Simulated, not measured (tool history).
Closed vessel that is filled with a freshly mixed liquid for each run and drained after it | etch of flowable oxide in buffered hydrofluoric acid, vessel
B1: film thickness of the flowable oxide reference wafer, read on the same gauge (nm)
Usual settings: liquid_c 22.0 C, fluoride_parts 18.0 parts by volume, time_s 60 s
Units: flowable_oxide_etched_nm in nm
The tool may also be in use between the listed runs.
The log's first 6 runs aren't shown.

Run 7, hour 415.7: usual settings but fluoride_parts 16.5 parts by volume; B1 50.01. Result: flowable_oxide_etched_nm 90.31 nm.
Run 8, hour 494.1: usual settings; B1 49.99. Result: flowable_oxide_etched_nm 82.82 nm.
At hour 537.7: hydrofluoric acid flow meter replaced.
Run 9, hour 565.5: usual settings; B1 50.01. Result: flowable_oxide_etched_nm 87.32 nm.
Run 10, hour 661.4: usual settings; B1 49.99. Result: flowable_oxide_etched_nm 87.46 nm.
Run 11, hour 759.7: usual settings; B1 49.99. Result: flowable_oxide_etched_nm 87.02 nm.
Run 12, hour 849.7: usual settings; B1 49.99. Result: flowable_oxide_etched_nm 87.23 nm.
Run 13, hour 886.0: usual settings; B1 50.00. Result: flowable_oxide_etched_nm 87.26 nm.
Run 14, hour 933.3: usual settings; B1 50.00. Result: flowable_oxide_etched_nm 86.58 nm.
At hour 992.1: thermometer replaced.
Run 15, hour 1019.0: usual settings but liquid_c 24.0 C; B1 49.98. Result: flowable_oxide_etched_nm 92.54 nm.
Run 16, hour 1069.4: usual settings but fluoride_parts 13.5 parts by volume; B1 50.01. Result: flowable_oxide_etched_nm 110.87 nm.
Run 17, hour 1165.1: usual settings but time_s 45 s; B1 50.00. Result: flowable_oxide_etched_nm 62.41 nm.
Run 18, hour 1266.3: usual settings but liquid_c 25.5 C; B1 49.99. Result: flowable_oxide_etched_nm 100.61 nm.
Run 19, hour 1313.2: usual settings but fluoride_parts 15.0 parts by volume; B1 50.00. Result: flowable_oxide_etched_nm 99.43 nm.
Run 20, hour 1350.1: usual settings but liquid_c 19.5 C, fluoride_parts 13.5 parts by volume, time_s 90 s; B1 49.97. Result: flowable_oxide_etched_nm 142.69 nm.
Run 21, hour 1396.5: usual settings; B1 49.99. Result: flowable_oxide_etched_nm 82.35 nm.
At hour 1422.7: gauge calibrated.
Run 22, hour 1459.0: usual settings but liquid_c 17.5 C, fluoride_parts 14.0 parts by volume, time_s 35 s; B1 50.01. Result: flowable_oxide_etched_nm 47.64 nm.
Run 23, hour 1527.3: usual settings but liquid_c 26.0 C; B1 49.99. Result: flowable_oxide_etched_nm 102.04 nm.
Run 24, hour 1593.0: usual settings; B1 50.03. Result: flowable_oxide_etched_nm 82.39 nm.

Forecast run 25:
At hour 1627.9: hydrofluoric acid flow meter replaced.
Run 25, hour 1642.9: usual settings; B1 ?. Result: flowable_oxide_etched_nm ?.

B1: 49.98
flowable_oxide_etched_nm: 85.80 nm
Without the tool's hidden state the same run would have given flowable_oxide_etched_nm 84.65 nm.
